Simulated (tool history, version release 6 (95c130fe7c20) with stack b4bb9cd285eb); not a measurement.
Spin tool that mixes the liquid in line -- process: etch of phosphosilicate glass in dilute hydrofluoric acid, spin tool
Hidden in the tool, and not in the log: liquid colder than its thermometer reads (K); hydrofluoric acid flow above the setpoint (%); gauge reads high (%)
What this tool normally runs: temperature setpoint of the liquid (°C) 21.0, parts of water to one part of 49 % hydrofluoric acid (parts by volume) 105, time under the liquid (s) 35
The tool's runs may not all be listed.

run    day  temperature setpoint of the liquid (°C)  parts of water to one part of 49 % hydrofluoric acid (parts by volume)  time under the liquid (s)  wafers since the last listed run  hours since the thermometer was replaced  hours since the hydrofluoric acid flow meter was replaced  hours since the gauge calibration  read-back film thickness of the phosphosilicate glass reference wafer, read on the same gauge (nm)  thickness taken off the phosphosilicate glass on a monitor wafer (angstrom)
  1  0.000                                     21.0                                                                     105                         50                                 0                                    1882.1                                                     2265.2                               98.5                                                                                              129.99                                                                        225.2
  2  0.588                                     21.0                                                                      80                         35                               233                                    1896.2                                                     2279.3                              112.6                                                                                              129.99                                                                        212.9
  3  1.004                                     21.0                                                                      80                         35                               165                                    1906.2                                                     2289.3                              122.6                                                                                              130.00                                                                        212.4
  4  1.483                                     21.0                                                                      80                         35                               190                                    1917.7                                                     2300.8                              134.1                                                                                              130.00                                                                        212.2
     1.500  -- gauge calibrated
  5  1.854                                     21.0                                                                      80                         40                               147                                    1926.6                                                     2309.7                                8.5                                                                                              129.96                                                                        243.7
  6  2.475                                     18.5                                                                     105                         35                               246                                    1941.5                                                     2324.6                               23.4                                                                                              130.00                                                                        141.8
  7  2.929                                     18.5                                                                     105                         35                               180                                    1952.4                                                     2335.5                               34.3                                                                                              130.01                                                                        141.7
  8  3.788                                     18.5                                                                     105                         35                               341                                    1973.0                                                     2356.1                               54.9                                                                                              130.00                                                                        141.1
  9  4.400                                     21.0                                                                     105                         20                               243                                    1987.7                                                     2370.8                               69.6                                                                                              130.00                                                                         90.0
 10  4.921                                     21.0                                                                     105                         20                               207                                    2000.2                                                     2383.3                               82.1                                                                                              130.00                                                                         89.9
 11  5.400                                     21.0                                                                     105                         35                               190                                    2011.7                                                     2394.8                               93.6                                                                                              130.02                                                                        156.7
 12  6.092                                     17.0                                                                     105                         35                               274                                    2028.3                                                     2411.4                              110.2                                                                                              130.01                                                                        132.6
     6.433  -- hydrofluoric acid flow meter replaced
 13  6.454                                     17.0                                                                      75                         25                               127                                    2037.0                                                        0.5                              118.9                                                                                              129.99                                                                        136.0
 14  6.779                                     21.0                                                                     155                         35                               129                                    2044.8                                                        8.3                              126.7                                                                                              129.99                                                                        100.9
 15  7.038                                     23.0                                                                      85                         30                               102                                    2051.0                                                       14.5                              132.9                                                                                              130.01                                                                        183.8
     7.054  -- gauge calibrated
 16  7.321                                     21.0                                                                     145                         40                               112                                    2057.8                                                       21.3                                6.4                                                                                              129.99                                                                        124.8
     7.612  -- thermometer replaced
 17  7.704                                     21.0                                                                     105                         35                               135                                       2.2                                                       30.5                               15.6                                                                                              129.99                                                                        173.2
 18  8.012                                     19.0                                                                     105                         35                               122                                       9.6                                                       37.9                               23.0                                                                                              129.99                                                                        159.2
 19  8.338                                     18.5                                                                     150                         35                               129                                      17.4                                                       45.7                               30.8                                                                                              129.96                                                                        104.4
 20  8.729                                     25.5                                                                     105                         15                               155                                      26.8                                                       55.1                               40.2                                                                                              130.01                                                                         89.1
 21  9.121                                     21.0                                                                     105                         35                               155                                      36.2                                                       64.5                               49.6                                                                                              130.02                                                                        173.1
 22  9.833                                     25.5                                                                     105                         15                               283                                      53.3                                                       81.6                               66.7                                                                                              130.01                                                                         88.6

5 ways to go on from here, each from the tool as it stands after run 22. What would each give?
  A  9.850                                     24.0                                                                     105                         35                                 6                                      53.7                                                       82.0                               67.1                                                                                                   ?                                                                            ?
  B  9.850                                     21.0                                                                     105                         25                                 6                                      53.7                                                       82.0                               67.1                                                                                                   ?                                                                            ?
  C  9.850                                     25.5                                                                     105                         35                                 6                                      53.7                                                       82.0                               67.1                                                                                                   ?                                                                            ?
  D  9.850                                     19.5                                                                      65                         25                                 6                                      53.7                                                       82.0                               67.1                                                                                                   ?                                                                            ?
  E  9.850                                     19.0                                                                     130                         45                                 6                                      53.7                                                       82.0                               67.1                                                                                                   ?                                                                            ?

run  read-back film thickness of the phosphosilicate glass reference wafer, read on the same gauge (nm)  thickness taken off the phosphosilicate glass on a monitor wafer (angstrom)
  A                                                                                              129.99                                                                        194.4
  B                                                                                              129.99                                                                        123.2
  C                                                                                              129.99                                                                        206.2
  D                                                                                              129.99                                                                        195.7
  E                                                                                              129.99                                                                        160.6
Without the tool's hidden state the same runs would have given:
run  thickness taken off the phosphosilicate glass on a monitor wafer (angstrom)
  A                                                                        195.0
  B                                                                        123.6
  C                                                                        206.8
  D                                                                        196.4
  E                                                                        161.2
